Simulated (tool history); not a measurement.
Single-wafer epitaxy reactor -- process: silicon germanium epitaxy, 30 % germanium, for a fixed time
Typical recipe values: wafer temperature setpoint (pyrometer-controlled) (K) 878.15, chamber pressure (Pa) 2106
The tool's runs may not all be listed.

run   hour  wafer temperature setpoint (pyrometer-controlled) (K)  chamber pressure (Pa)  wafers since the last listed run  hours since the last pyrometer calibration  hours since the last manometer calibration  hours since the showerhead was replaced  hours since the gauge calibration  read-back reference wafer on the same gauge, thickness_nm  mean film thickness on the monitor wafer (nm)
  1    0.0                                                 878.15                   2106                                 0                                      2105.4                                      1705.4                                   5720.0                              183.6                                                     51.587                                         56.011
  2    8.2                                                 878.15                   2106                               104                                      2113.6                                      1713.6                                   5728.2                              191.8                                                     51.595                                         55.930
  3   24.2                                                 878.15                   2106                               203                                      2129.6                                      1729.6                                   5744.2                              207.8                                                     51.576                                         55.863
  4   41.5                                                 878.15                   2106                               219                                      2146.9                                      1746.9                                   5761.5                              225.1                                                     51.626                                         55.551
  5   56.6                                                 878.15                   2106                               191                                      2162.0                                      1762.0                                   5776.6                              240.2                                                     51.568                                         56.003
  6   70.6                                                 878.15                   2240                               177                                      2176.0                                      1776.0                                   5790.6                              254.2                                                     51.649                                         57.825
  7   87.7                                                 878.15                   2106                               217                                      2193.1                                      1793.1                                   5807.7                              271.3                                                     51.612                                         55.845
  8   96.6                                                 878.15                   2106                               112                                      2202.0                                      1802.0                                   5816.6                              280.2                                                     51.613                                         55.946
  9  106.7                                                 878.15                   2106                               128                                      2212.1                                      1812.1                                   5826.7                              290.3                                                     51.576                                         55.994
 10  122.6                                                 889.15                   2106                               201                                      2228.0                                      1828.0                                   5842.6                              306.2                                                     51.616                                         69.562
     128.4  -- gauge calibrated
     138.4  -- showerhead replaced
     141.6  -- capacitance manometer re-zeroed and calibrated
 11  142.1                                                 878.15                   2106                               105                                      2247.5                                         0.5                                      3.7                               13.7                                                     51.642                                         56.042
 12  149.2                                                 878.15                   2106                                90                                      2254.6                                         7.6                                     10.8                               20.8                                                     51.630                                         55.851
 13  156.9                                                 878.15                   2106                                97                                      2262.3                                        15.3                                     18.5                               28.5                                                     51.607                                         55.951
 14  163.0                                                 886.15                   2453                                77                                      2268.4                                        21.4                                     24.6                               34.6                                                     51.624                                         71.097
 15  196.6                                                 878.15                   2106                               426                                      2302.0                                        55.0                                     58.2                               68.2                                                     51.606                                         56.135
 16  207.4                                                 878.15                   2106                               137                                      2312.8                                        65.8                                     69.0                               79.0                                                     51.591                                         55.787
 17  221.9                                                 878.15                   2106                               184                                      2327.3                                        80.3                                     83.5                               93.5                                                     51.617                                         55.899
 18  228.5                                                 874.15                   1920                                83                                      2333.9                                        86.9                                     90.1                              100.1                                                     51.613                                         49.148
     239.9  -- pyrometer calibrated
 19  241.3                                                 882.15                   1787                                60                                         1.4                                        99.7                                    102.9                              112.9                                                     51.622                                         55.702
 20  250.0                                                 868.15                   2573                               110                                        10.1                                       108.4                                    111.6                              121.6                                                     51.596                                         50.097
 21  258.2                                                 878.15                   2106                               104                                        18.3                                       116.6                                    119.8                              129.8                                                     51.667                                         55.677
 22  264.8                                                 872.15                   2106                                83                                        24.9                                       123.2                                    126.4                              136.4                                                     51.588                                         49.331
 23  274.3                                                 867.15                   1720                               120                                        34.4                                       132.7                                    135.9                              145.9                                                     51.574                                         40.123
 24  286.9                                                 883.15                   1947                               159                                        47.0                                       145.3                                    148.5                              158.5                                                     51.639                                         59.254
 25  294.6                                                 868.15                   1773                                97                                        54.7                                       153.0                                    156.2                              166.2                                                     51.611                                         41.551
 26  331.4                                                 878.15                   2106                               467                                        91.5                                       189.8                                    193.0                              203.0                                                     51.600                                         55.903

Each row is a separate what-if for the run after 26, all from the same tool condition, not one after another. Results?
  A  331.8                                                 878.15                   2106                                 5                                        91.9                                       190.2                                    193.4                              203.4                                                          ?                                              ?
  B  331.8                                                 871.15                   2306                                 5                                        91.9                                       190.2                                    193.4                              203.4                                                          ?                                              ?
  C  331.8                                                 865.15                   2586                                 5                                        91.9                                       190.2                                    193.4                              203.4                                                          ?                                              ?
  D  331.8                                                 868.15                   2440                                 5                                        91.9                                       190.2                                    193.4                              203.4                                                          ?                                              ?

run  read-back reference wafer on the same gauge, thickness_nm  mean film thickness on the monitor wafer (nm)
  A                                                     51.567                                         55.624
  B                                                     51.567                                         50.261
  C                                                     51.567                                         46.756
  D                                                     51.567                                         48.471
Without the tool's unlogged condition, the same runs would have read:
run  mean film thickness on the monitor wafer (nm)
  A                                         55.624
  B                                         50.261
  C                                         46.756
  D                                         48.471

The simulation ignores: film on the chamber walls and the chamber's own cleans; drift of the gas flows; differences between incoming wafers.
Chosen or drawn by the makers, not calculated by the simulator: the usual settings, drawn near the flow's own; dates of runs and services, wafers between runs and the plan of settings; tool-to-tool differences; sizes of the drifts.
